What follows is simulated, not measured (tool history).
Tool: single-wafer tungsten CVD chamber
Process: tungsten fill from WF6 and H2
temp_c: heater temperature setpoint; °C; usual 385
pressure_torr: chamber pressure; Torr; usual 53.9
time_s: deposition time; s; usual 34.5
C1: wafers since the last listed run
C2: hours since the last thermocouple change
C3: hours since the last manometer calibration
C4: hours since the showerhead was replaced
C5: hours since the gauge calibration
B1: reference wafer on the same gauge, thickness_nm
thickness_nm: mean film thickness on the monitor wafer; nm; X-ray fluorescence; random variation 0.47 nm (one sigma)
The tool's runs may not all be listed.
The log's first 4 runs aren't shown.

{"run": 5, "hour": 150.3, "temp_c": 385, "pressure_torr": 53.9, "time_s": 34.5, "C1": 283, "C2": 589.7, "C3": 926.9, "C4": 1741, "C5": 1382.5, "B1": 80.214, "thickness_nm": 84.418}
{"run": 6, "hour": 328.9, "temp_c": 385, "pressure_torr": 53.9, "time_s": 34.5, "C1": 2095, "C2": 768.3, "C3": 1105.5, "C4": 1919.6, "C5": 1561.1, "B1": 80.023, "thickness_nm": 83.935}
{"run": 7, "hour": 385.5, "temp_c": 385, "pressure_torr": 53.9, "time_s": 34.5, "C1": 664, "C2": 824.9, "C3": 1162.1, "C4": 1976.2, "C5": 1617.7, "B1": 79.926, "thickness_nm": 83.668}
{"run": 8, "hour": 594.6, "temp_c": 385, "pressure_torr": 53.9, "time_s": 34.5, "C1": 2453, "C2": 1034, "C3": 1371.2, "C4": 2185.3, "C5": 1826.8, "B1": 79.785, "thickness_nm": 84.356}
{"run": 9, "hour": 653.2, "temp_c": 385, "pressure_torr": 53.9, "time_s": 34.5, "C1": 687, "C2": 1092.6, "C3": 1429.8, "C4": 2243.9, "C5": 1885.4, "B1": 79.816, "thickness_nm": 84.828}
{"hour": 661.3, "done": "thermocouple changed; heater temperature recalibrated"}
{"run": 10, "hour": 700.9, "temp_c": 385, "pressure_torr": 53.9, "time_s": 34.5, "C1": 465, "C2": 39.6, "C3": 1477.5, "C4": 2291.6, "C5": 1933.1, "B1": 79.726, "thickness_nm": 84.133}
{"run": 11, "hour": 757.6, "temp_c": 378, "pressure_torr": 53.9, "time_s": 34.5, "C1": 665, "C2": 96.3, "C3": 1534.2, "C4": 2348.3, "C5": 1989.8, "B1": 79.861, "thickness_nm": 72.654}
{"run": 12, "hour": 797.2, "temp_c": 378, "pressure_torr": 53.9, "time_s": 34.5, "C1": 464, "C2": 135.9, "C3": 1573.8, "C4": 2387.9, "C5": 2029.4, "B1": 79.763, "thickness_nm": 72.899}
{"run": 13, "hour": 861.3, "temp_c": 373, "pressure_torr": 53.9, "time_s": 34.5, "C1": 752, "C2": 200, "C3": 1637.9, "C4": 2452, "C5": 2093.5, "B1": 79.707, "thickness_nm": 65.795}
{"run": 14, "hour": 926.0, "temp_c": 373, "pressure_torr": 53.9, "time_s": 34.5, "C1": 759, "C2": 264.7, "C3": 1702.6, "C4": 2516.7, "C5": 2158.2, "B1": 79.717, "thickness_nm": 65.791}
{"run": 15, "hour": 977.3, "temp_c": 385, "pressure_torr": 53.9, "time_s": 34.5, "C1": 601, "C2": 316, "C3": 1753.9, "C4": 2568, "C5": 2209.5, "B1": 79.713, "thickness_nm": 84.658}
{"hour": 994.0, "done": "gauge calibrated"}
{"run": 16, "hour": 1029.1, "temp_c": 398, "pressure_torr": 60.2, "time_s": 34.5, "C1": 607, "C2": 367.8, "C3": 1805.7, "C4": 2619.8, "C5": 35.1, "B1": 83.446, "thickness_nm": 119.107}
{"hour": 1065.5, "done": "showerhead replaced"}
{"run": 17, "hour": 1066.0, "temp_c": 377, "pressure_torr": 58.8, "time_s": 34.5, "C1": 339, "C2": 404.7, "C3": 1842.6, "C4": 0.5, "C5": 72, "B1": 83.297, "thickness_nm": 77.152}
{"run": 18, "hour": 1087.6, "temp_c": 376, "pressure_torr": 42.4, "time_s": 38.1, "C1": 253, "C2": 426.3, "C3": 1864.2, "C4": 22.1, "C5": 93.6, "B1": 83.132, "thickness_nm": 74.064}

Run 19 comes next. What will it give?
{"run": 19, "hour": 1134.9, "temp_c": 399, "pressure_torr": 53.9, "time_s": 34.5, "C1": 554, "C2": 473.6, "C3": 1911.5, "C4": 69.4, "C5": 140.9, "B1": "?", "thickness_nm": "?"}

Run 19 gave B1 82.8, thickness_nm 114.962 nm.
Without the tool's hidden state the same run would have given thickness_nm 117.392 nm.
